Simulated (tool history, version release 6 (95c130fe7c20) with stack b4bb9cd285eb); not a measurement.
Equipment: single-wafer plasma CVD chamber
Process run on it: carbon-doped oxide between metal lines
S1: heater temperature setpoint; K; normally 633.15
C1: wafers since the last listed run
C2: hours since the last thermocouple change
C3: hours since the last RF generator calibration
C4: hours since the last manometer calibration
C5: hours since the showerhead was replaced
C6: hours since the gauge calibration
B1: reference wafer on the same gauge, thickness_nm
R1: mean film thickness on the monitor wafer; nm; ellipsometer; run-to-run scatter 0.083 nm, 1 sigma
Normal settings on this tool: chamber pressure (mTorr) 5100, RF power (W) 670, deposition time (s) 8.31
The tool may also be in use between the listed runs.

{"run": 1, "hour": 0.0, "S1": 633.15, "chamber pressure (mTorr)": 5100, "RF power (W)": 670, "deposition time (s)": 9.29, "C1": 0, "C2": 1709.3, "C3": 2077.9, "C4": 1296.7, "C5": 4179.7, "C6": 795.2, "B1": 55.06, "R1": 53.283}
{"run": 2, "hour": 35.4, "S1": 633.15, "chamber pressure (mTorr)": 5100, "RF power (W)": 670, "deposition time (s)": 8.31, "C1": 906, "C2": 1744.7, "C3": 2113.3, "C4": 1332.1, "C5": 4215.1, "C6": 830.6, "B1": 55.17, "R1": 47.674}
{"run": 3, "hour": 51.5, "S1": 633.15, "chamber pressure (mTorr)": 5100, "RF power (W)": 670, "deposition time (s)": 8.31, "C1": 412, "C2": 1760.8, "C3": 2129.4, "C4": 1348.2, "C5": 4231.2, "C6": 846.7, "B1": 55.052, "R1": 47.841}
{"run": 4, "hour": 78.3, "S1": 633.15, "chamber pressure (mTorr)": 5100, "RF power (W)": 670, "deposition time (s)": 8.31, "C1": 686, "C2": 1787.6, "C3": 2156.2, "C4": 1375.0, "C5": 4258.0, "C6": 873.5, "B1": 55.088, "R1": 47.899}
{"run": 5, "hour": 99.1, "S1": 633.15, "chamber pressure (mTorr)": 5100, "RF power (W)": 670, "deposition time (s)": 8.31, "C1": 532, "C2": 1808.4, "C3": 2177.0, "C4": 1395.8, "C5": 4278.8, "C6": 894.3, "B1": 55.129, "R1": 47.726}
{"hour": 131.7, "done": "RF generator calibrated"}
{"run": 6, "hour": 134.8, "S1": 633.15, "chamber pressure (mTorr)": 5100, "RF power (W)": 670, "deposition time (s)": 7.23, "C1": 709, "C2": 1844.1, "C3": 3.1, "C4": 1431.5, "C5": 4314.5, "C6": 930.0, "B1": 55.102, "R1": 42.906}
{"hour": 153.4, "done": "showerhead replaced"}
{"run": 7, "hour": 153.9, "S1": 645.15, "chamber pressure (mTorr)": 5100, "RF power (W)": 800, "deposition time (s)": 7.01, "C1": 284, "C2": 1863.2, "C3": 22.2, "C4": 1450.6, "C5": 0.5, "C6": 949.1, "B1": 55.093, "R1": 46.505}
{"run": 8, "hour": 168.3, "S1": 633.15, "chamber pressure (mTorr)": 4460, "RF power (W)": 735, "deposition time (s)": 8.31, "C1": 368, "C2": 1877.6, "C3": 36.6, "C4": 1465.0, "C5": 14.9, "C6": 963.5, "B1": 55.051, "R1": 52.185}
{"hour": 193.8, "done": "capacitance manometer re-zeroed and calibrated"}
{"run": 9, "hour": 202.3, "S1": 633.15, "chamber pressure (mTorr)": 5100, "RF power (W)": 670, "deposition time (s)": 6.87, "C1": 665, "C2": 1911.6, "C3": 70.6, "C4": 8.5, "C5": 48.9, "C6": 997.5, "B1": 55.113, "R1": 40.353}
{"run": 10, "hour": 222.8, "S1": 633.15, "chamber pressure (mTorr)": 6200, "RF power (W)": 715, "deposition time (s)": 8.31, "C1": 524, "C2": 1932.1, "C3": 91.1, "C4": 29.0, "C5": 69.4, "C6": 1018.0, "B1": 55.116, "R1": 52.635}
{"run": 11, "hour": 239.5, "S1": 633.15, "chamber pressure (mTorr)": 4550, "RF power (W)": 670, "deposition time (s)": 7.59, "C1": 427, "C2": 1948.8, "C3": 107.8, "C4": 45.7, "C5": 86.1, "C6": 1034.7, "B1": 55.063, "R1": 43.619}
{"run": 12, "hour": 257.3, "S1": 633.15, "chamber pressure (mTorr)": 5100, "RF power (W)": 715, "deposition time (s)": 9.89, "C1": 455, "C2": 1966.6, "C3": 125.6, "C4": 63.5, "C5": 103.9, "C6": 1052.5, "B1": 55.037, "R1": 60.957}
{"run": 13, "hour": 282.3, "S1": 633.15, "chamber pressure (mTorr)": 5100, "RF power (W)": 670, "deposition time (s)": 8.31, "C1": 640, "C2": 1991.6, "C3": 150.6, "C4": 88.5, "C5": 128.9, "C6": 1077.5, "B1": 55.095, "R1": 48.581}
{"run": 14, "hour": 301.2, "S1": 633.15, "chamber pressure (mTorr)": 5100, "RF power (W)": 670, "deposition time (s)": 8.31, "C1": 483, "C2": 2010.5, "C3": 169.5, "C4": 107.4, "C5": 147.8, "C6": 1096.4, "B1": 55.133, "R1": 48.604}
{"run": 15, "hour": 317.3, "S1": 644.15, "chamber pressure (mTorr)": 5100, "RF power (W)": 670, "deposition time (s)": 7.09, "C1": 412, "C2": 2026.6, "C3": 185.6, "C4": 123.5, "C5": 163.9, "C6": 1112.5, "B1": 55.113, "R1": 40.267}
{"run": 16, "hour": 339.2, "S1": 633.15, "chamber pressure (mTorr)": 5100, "RF power (W)": 670, "deposition time (s)": 8.31, "C1": 560, "C2": 2048.5, "C3": 207.5, "C4": 145.4, "C5": 185.8, "C6": 1134.4, "B1": 55.103, "R1": 48.792}

Run 17 has not been measured yet. What should we expect?
{"run": 17, "hour": 360.8, "S1": 642.15, "chamber pressure (mTorr)": 5420, "RF power (W)": 790, "deposition time (s)": 7.26, "C1": 553, "C2": 2070.1, "C3": 229.1, "C4": 167.0, "C5": 207.4, "C6": 1156.0, "B1": "?", "R1": "?"}

Run 17 gave B1 55.085, R1 47.788 nm.
On a tool with no hidden condition, and with the same random variation, this run would have come out at R1 47.957 nm.
